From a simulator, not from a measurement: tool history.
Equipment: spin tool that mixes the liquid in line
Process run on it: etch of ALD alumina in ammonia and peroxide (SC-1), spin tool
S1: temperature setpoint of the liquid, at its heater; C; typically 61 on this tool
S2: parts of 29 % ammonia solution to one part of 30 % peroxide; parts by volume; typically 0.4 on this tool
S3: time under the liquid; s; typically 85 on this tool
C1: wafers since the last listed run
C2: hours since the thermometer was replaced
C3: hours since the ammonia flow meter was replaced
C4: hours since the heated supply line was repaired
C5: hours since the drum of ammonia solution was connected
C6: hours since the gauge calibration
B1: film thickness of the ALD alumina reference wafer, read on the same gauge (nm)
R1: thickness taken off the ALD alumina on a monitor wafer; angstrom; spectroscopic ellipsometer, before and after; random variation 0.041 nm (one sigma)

| run | hour | S1 | S2 | S3 | C1 | C2 | C3 | C4 | C5 | C6 | B1 | R1 |
|---|---|---|---|---|---|---|---|---|---|---|---|---|
| 1 | 0 | 61 | 0.4 | 85 | 0 | 730.3 | 458.3 | 1331.8 | 247.3 | 680.3 | 40.01 | 73.9 |
|  | 61.1 | gauge calibrated |
| 2 | 101.4 | 61 | 0.4 | 85 | 1251 | 831.7 | 559.7 | 1433.2 | 348.7 | 40.3 | 40 | 73.8 |
|  | 116.4 | new drum of ammonia solution connected |
|  | 160.3 | ammonia flow meter replaced |
| 3 | 191.7 | 61 | 0.4 | 110 | 1089 | 922 | 31.4 | 1523.5 | 75.3 | 130.6 | 40 | 94.7 |
| 4 | 234.1 | 61 | 0.4 | 110 | 523 | 964.4 | 73.8 | 1565.9 | 117.7 | 173 | 39.98 | 93.3 |
| 5 | 333.3 | 61 | 0.4 | 75 | 1224 | 1063.6 | 173 | 1665.1 | 216.9 | 272.2 | 40.02 | 63.4 |
| 6 | 389.5 | 61 | 0.4 | 75 | 693 | 1119.8 | 229.2 | 1721.3 | 273.1 | 328.4 | 39.99 | 62.3 |
| 7 | 492.2 | 61 | 0.4 | 75 | 1267 | 1222.5 | 331.9 | 1824 | 375.8 | 431.1 | 40 | 62.4 |
| 8 | 570.9 | 61 | 0.4 | 85 | 971 | 1301.2 | 410.6 | 1902.7 | 454.5 | 509.8 | 40 | 70.7 |
|  | 582.3 | new drum of ammonia solution connected |
| 9 | 630.3 | 61 | 0.4 | 85 | 720 | 1360.6 | 470 | 1962.1 | 48 | 569.2 | 39.99 | 70.1 |
| 10 | 690.8 | 61 | 0.3 | 125 | 746 | 1421.1 | 530.5 | 2022.6 | 108.5 | 629.7 | 40 | 99.8 |
|  | 745.2 | thermometer replaced |
|  | 785.8 | heated supply line repaired |
|  | 828.8 | ammonia flow meter replaced |
|  | 835.1 | gauge calibrated |
| 11 | 933.7 | 65.5 | 0.6 | 50 | 2960 | 188.5 | 104.9 | 147.9 | 351.4 | 98.6 | 40 | 62.4 |
|  | 947.5 | new drum of ammonia solution connected |
| 12 | 1035 | 61 | 0.4 | 85 | 1237 | 289.8 | 206.2 | 249.2 | 87.5 | 199.9 | 40 | 81.6 |
| 13 | 1102.4 | 55 | 0.55 | 70 | 831 | 357.2 | 273.6 | 316.6 | 154.9 | 267.3 | 40 | 50.1 |
| 14 | 1203.7 | 61 | 0.4 | 75 | 1250 | 458.5 | 374.9 | 417.9 | 256.2 | 368.6 | 40 | 70.6 |
| 15 | 1245.5 | 61 | 0.55 | 85 | 515 | 500.3 | 416.7 | 459.7 | 298 | 410.4 | 40 | 82.3 |
| 16 | 1307.9 | 65 | 0.5 | 50 | 770 | 562.7 | 479.1 | 522.1 | 360.4 | 472.8 | 40 | 58 |
|  | 1393.4 | new drum of ammonia solution connected |
| 17 | 1405.4 | 52.5 | 0.55 | 85 | 1191 | 660.2 | 576.6 | 619.6 | 12 | 570.3 | 40.02 | 51 |
| 18 | 1456.4 | 61 | 0.4 | 85 | 629 | 711.2 | 627.6 | 670.6 | 63 | 621.3 | 40 | 79.1 |

Hidden state at the last listed run before each entry between runs and at the first one after, where it differs:
Logged between run 1 and run 2: gauge calibrated (hour 61.1)
  liquid colder than its thermometer reads (K): 0.887 -> 0.972; temperature lost on the way to the wafer (K): 1.39 -> 1.47
  measured result minus the result with no hidden state, R1: -9.2 -> -9.8 angstrom
Logged between run 2 and run 3: new drum of ammonia solution connected (hour 116.4); ammonia flow meter replaced (hour 160.3)
  liquid colder than its thermometer reads (K): 0.972 -> 1.05; temperature lost on the way to the wafer (K): 1.47 -> 1.55
  measured result minus the result with no hidden state, R1: -9.8 -> -13.5 angstrom
Logged between run 8 and run 9: new drum of ammonia solution connected (hour 582.3)
  liquid colder than its thermometer reads (K): 1.37 -> 1.42; temperature lost on the way to the wafer (K): 1.85 -> 1.9
  measured result minus the result with no hidden state, R1: -12.8 -> -13.2 angstrom
Logged between run 10 and run 11: thermometer replaced (hour 745.2); heated supply line repaired (hour 785.8); ammonia flow meter replaced (hour 828.8); gauge calibrated (hour 835.1)
  liquid colder than its thermometer reads (K): 1.47 -> 0.196; temperature lost on the way to the wafer (K): 1.95 -> 0.135
  measured result minus the result with no hidden state, R1: -19.3 -> -1 angstrom
Logged between run 11 and run 12: new drum of ammonia solution connected (hour 947.5)
  liquid colder than its thermometer reads (K): 0.196 -> 0.281; temperature lost on the way to the wafer (K): 0.135 -> 0.218
  measured result minus the result with no hidden state, R1: -1 -> -2.1 angstrom
Logged between run 16 and run 17: new drum of ammonia solution connected (hour 1393.4)
  liquid colder than its thermometer reads (K): 0.509 -> 0.591; temperature lost on the way to the wafer (K): 0.439 -> 0.518
  measured result minus the result with no hidden state, R1: -2.8 -> -3.2 angstrom
